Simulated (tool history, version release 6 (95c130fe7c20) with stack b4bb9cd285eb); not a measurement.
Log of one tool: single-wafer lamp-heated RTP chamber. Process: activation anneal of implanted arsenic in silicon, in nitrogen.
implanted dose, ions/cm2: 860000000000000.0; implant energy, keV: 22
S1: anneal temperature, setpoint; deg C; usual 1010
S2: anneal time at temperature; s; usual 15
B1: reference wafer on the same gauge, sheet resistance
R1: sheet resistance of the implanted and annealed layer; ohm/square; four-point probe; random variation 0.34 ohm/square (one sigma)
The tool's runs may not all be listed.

run,hour,S1,S2,B1,R1
1,0,1010,12,162.98,144.63
# hour 5.6: gauge calibrated
2,91,1010,12,163.04,143.83
3,176.6,1010,12,162.91,143.24
4,244.5,1010,11,162.91,143.53
# hour 260.2: pyrometer window cleaned and pyrometer calibrated
5,314.1,986,11,162.83,151.06
6,385,986,11,162.87,150.28
7,438.2,988,15,163.08,147.23
8,492.7,988,15,163.05,146.1
# hour 559.8: pyrometer window cleaned and pyrometer calibrated
9,560.3,988,15,163.09,147.47
# hour 686.2: reflector plate cleaned
10,810.4,1010,18,163.17,140.71
# hour 884.2: pyrometer window cleaned and pyrometer calibrated
11,898.5,1010,15,163.06,144.02
12,960.7,1000,15,163.15,145.32
13,1031.1,999,23,163.05,141.64
14,1100.6,994,15,162.83,145.95
15,1182.9,982,15,162.82,147.17
# hour 1231: pyrometer window cleaned and pyrometer calibrated
16,1236,981,7,163.01,156.83
# hour 1255.6: gauge calibrated
17,1273.5,1010,17,163.1,142.14
18,1368.7,992,11,162.84,148.33
19,1448.7,1010,7,162.77,147.01
20,1488.5,1010,15,163.11,141.35
# hour 1539.1: pyrometer window cleaned and pyrometer calibrated
21,1576.2,983,7,162.94,156.05

5 ways to go on from here, each from the tool as it stands after run 21. What would each give?
A,1576.6,1020,15,?,?
B,1576.6,1021,19,?,?
C,1576.6,1027,18,?,?
D,1576.6,1002,10,?,?
E,1576.6,999,10,?,?

run,B1,R1
A,163.06,141.24
B,163.06,139.04
C,163.06,138.38
D,163.06,148.38
E,163.06,149.06
Without the tool's hidden state the same runs would have given:
run,R1
A,143.33
B,141.1
C,140.37
D,150.81
E,151.54
